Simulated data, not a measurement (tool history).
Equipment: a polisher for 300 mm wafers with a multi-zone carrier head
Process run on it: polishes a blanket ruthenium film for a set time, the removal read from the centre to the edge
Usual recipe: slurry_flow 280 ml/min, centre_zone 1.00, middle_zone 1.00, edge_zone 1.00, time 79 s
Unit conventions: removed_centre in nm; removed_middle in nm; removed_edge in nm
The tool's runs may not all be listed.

run	hour	slurry_flow	centre_zone	middle_zone	edge_zone	time	incoming thickness of the incoming film, nm	removed_centre	removed_middle	removed_edge
1	0.0	355	1.00	1.00	1.00	79	464.0	82.2	82.0	78.9
2	13.1	355	1.00	1.00	1.00	79	474.5	81.6	81.6	78.9
3	21.8	280	1.00	1.00	1.00	79	472.2	77.9	80.1	76.6
4	35.7	280	1.00	1.00	1.00	79	472.3	77.4	78.5	75.4
5	49.7	280	1.00	0.96	0.95	79	473.9	75.4	73.7	72.8
# hour 54.6: worn pad replaced by a new one
6	61.7	280	1.00	1.00	1.00	79	472.0	81.6	81.5	79.9
7	69.6	280	1.00	1.00	1.00	79	466.0	80.7	82.0	79.5
# hour 86.3: centre zone pressure recalibrated
8	87.2	280	1.00	1.00	1.00	79	476.4	79.9	81.9	77.7
# hour 104.0: edge zone pressure recalibrated
9	116.8	380	1.00	1.00	0.91	79	471.4	81.3	82.3	74.4
10	138.9	280	1.00	1.00	1.04	79	469.0	76.0	75.7	76.9
11	147.4	355	1.00	1.00	1.00	79	469.4	77.1	78.5	74.1
12	154.2	280	1.00	1.06	1.00	79	474.6	73.4	79.6	72.7
# hour 166.0: worn pad replaced by a new one
13	182.8	280	1.04	1.04	1.00	79	470.0	84.3	84.1	77.2
# hour 190.7: carrier head's membrane replaced by a new one
# hour 192.9: slurry nozzle cleaned
14	195.4	280	1.07	0.88	1.00	79	475.9	86.6	74.4	77.9
15	205.1	185	1.00	0.96	1.00	103	471.8	97.0	96.9	97.6
16	221.8	280	1.05	1.12	1.11	65	470.0	67.9	70.5	67.0
17	234.8	205	0.93	1.04	1.00	79	473.1	68.2	76.4	73.4
# hour 279.5: worn pad replaced by a new one
18	280.0	335	1.10	0.94	1.00	79	468.0	90.7	79.9	80.2
19	292.2	280	1.00	1.00	1.00	79	465.3	81.2	81.0	78.6
20	300.1	280	1.00	1.00	1.00	79	469.8	81.7	81.3	78.2
21	307.6	280	1.06	0.88	1.00	79	470.8	83.8	75.0	78.0
22	318.7	280	1.00	0.94	1.00	60	471.5	60.5	58.9	59.7

4 options for the next run, each taken on its own from the tool as it stands now. Forecast them:
A	319.1	245	1.00	1.00	1.00	79	463.1	?	?	?
B	319.1	280	1.00	1.00	1.05	79	463.1	?	?	?
C	319.1	280	1.00	0.91	1.00	104	463.1	?	?	?
D	319.1	195	0.88	1.00	0.88	79	463.1	?	?	?

run	removed_centre	removed_middle	removed_edge
A	77.9	79.7	78.0
B	79.3	81.0	80.8
C	104.4	99.7	104.0
D	66.1	77.2	71.7
What these runs would have given with no unlogged condition in the tool:
run	removed_centre	removed_middle	removed_edge
A	79.2	81.0	79.2
B	80.6	82.3	82.1
C	106.0	101.3	105.7
D	67.1	78.4	72.8
